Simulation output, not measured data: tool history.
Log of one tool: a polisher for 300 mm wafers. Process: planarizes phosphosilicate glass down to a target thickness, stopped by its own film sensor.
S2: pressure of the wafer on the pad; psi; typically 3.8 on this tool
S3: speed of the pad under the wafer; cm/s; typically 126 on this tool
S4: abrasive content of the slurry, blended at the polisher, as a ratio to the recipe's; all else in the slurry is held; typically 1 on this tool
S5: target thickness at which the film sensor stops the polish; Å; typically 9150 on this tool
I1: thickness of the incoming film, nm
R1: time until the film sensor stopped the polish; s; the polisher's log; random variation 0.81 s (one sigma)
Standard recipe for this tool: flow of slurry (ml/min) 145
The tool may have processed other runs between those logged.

{"run": 1, "hour": 0.0, "flow of slurry (ml/min)": 145, "S2": 3.8, "S3": 126, "S4": 1, "S5": 9150, "I1": 1814.6, "R1": 83.2}
{"run": 2, "hour": 16.6, "flow of slurry (ml/min)": 145, "S2": 3.8, "S3": 126, "S4": 1, "S5": 9150, "I1": 1816.8, "R1": 84.5}
{"run": 3, "hour": 45.1, "flow of slurry (ml/min)": 145, "S2": 3.8, "S3": 126, "S4": 1, "S5": 9150, "I1": 1801.7, "R1": 86.3}
{"run": 4, "hour": 115.4, "flow of slurry (ml/min)": 145, "S2": 3.8, "S3": 126, "S4": 1, "S5": 9150, "I1": 1796.9, "R1": 85.1}
{"run": 5, "hour": 136.6, "flow of slurry (ml/min)": 145, "S2": 3.8, "S3": 126, "S4": 1, "S5": 9150, "I1": 1793.3, "R1": 81.6}
{"run": 6, "hour": 147.8, "flow of slurry (ml/min)": 145, "S2": 3.8, "S3": 126, "S4": 1, "S5": 9860, "I1": 1793, "R1": 74.6}
{"run": 7, "hour": 167.3, "flow of slurry (ml/min)": 145, "S2": 3.8, "S3": 126, "S4": 1, "S5": 9860, "I1": 1845.3, "R1": 82}
{"run": 8, "hour": 181.5, "flow of slurry (ml/min)": 145, "S2": 3.8, "S3": 102, "S4": 0.75, "S5": 9150, "I1": 1811.5, "R1": 118.3}
{"run": 9, "hour": 213.4, "flow of slurry (ml/min)": 100, "S2": 2.6, "S3": 158, "S4": 1, "S5": 11660, "I1": 1798, "R1": 78.3}
{"run": 10, "hour": 257.6, "flow of slurry (ml/min)": 145, "S2": 3.8, "S3": 126, "S4": 1, "S5": 9150, "I1": 1791.5, "R1": 86.5}
{"run": 11, "hour": 285.2, "flow of slurry (ml/min)": 145, "S2": 3.8, "S3": 126, "S4": 1, "S5": 9150, "I1": 1790.8, "R1": 82.7}
{"run": 12, "hour": 302.2, "flow of slurry (ml/min)": 145, "S2": 3.8, "S3": 106, "S4": 1, "S5": 9150, "I1": 1801.9, "R1": 96.7}
{"run": 13, "hour": 332.6, "flow of slurry (ml/min)": 145, "S2": 4.6, "S3": 126, "S4": 1, "S5": 11880, "I1": 1808.9, "R1": 47.7}
{"run": 14, "hour": 344.7, "flow of slurry (ml/min)": 95, "S2": 3.8, "S3": 126, "S4": 0.8, "S5": 6390, "I1": 1814.6, "R1": 136.8}

Missing from the log above: 11 entries noted between runs. For each, name the pair of listed runs it sits between and say how the tool's hidden condition differs from the listed run just before to the listed run just after:
In the gap between runs 2 and 3: slurry blender recalibrated (hour 44.3)
  removal rate lost through wear of the pad, %: 1.5 -> 4.72
  measured minus no-state result, R1: +1.3 -> +4.1 s
In the gap between runs 3 and 4: worn pad replaced by a new one (hour 65.2)
  removal rate lost through wear of the pad, %: 4.72 -> 5.23
  measured minus no-state result, R1: +4.1 -> +4.4 s
In the gap between runs 4 and 5: conditioning disc replaced and pad reconditioned (hour 117.7); worn pad replaced by a new one (hour 136.1)
  removal rate lost through wear of the pad, %: 5.23 -> 0.342
  measured minus no-state result, R1: +4.4 -> +0.2 s
In the gap between runs 8 and 9: worn pad replaced by a new one (hour 201.3)
  removal rate lost through wear of the pad, %: 3.71 -> 0.884
  measured minus no-state result, R1: +4.4 -> +0.6 s
In the gap between runs 9 and 10: head pressure recalibrated (hour 218.3); slurry blender recalibrated (hour 223.9); slurry nozzle cleaned (hour 241.9)
  removal rate lost through wear of the pad, %: 0.884 -> 5.82
  measured minus no-state result, R1: +0.6 -> +5.1 s
In the gap between runs 10 and 11: worn pad replaced by a new one (hour 262)
  removal rate lost through wear of the pad, %: 5.82 -> 1.96
  measured minus no-state result, R1: +5.1 -> +1.6 s
In the gap between runs 12 and 13: conditioning disc replaced and pad reconditioned (hour 309); worn pad replaced by a new one (hour 329.8)
  removal rate lost through wear of the pad, %: 3.72 -> 1.1
  measured minus no-state result, R1: +3.6 -> +0.5 s

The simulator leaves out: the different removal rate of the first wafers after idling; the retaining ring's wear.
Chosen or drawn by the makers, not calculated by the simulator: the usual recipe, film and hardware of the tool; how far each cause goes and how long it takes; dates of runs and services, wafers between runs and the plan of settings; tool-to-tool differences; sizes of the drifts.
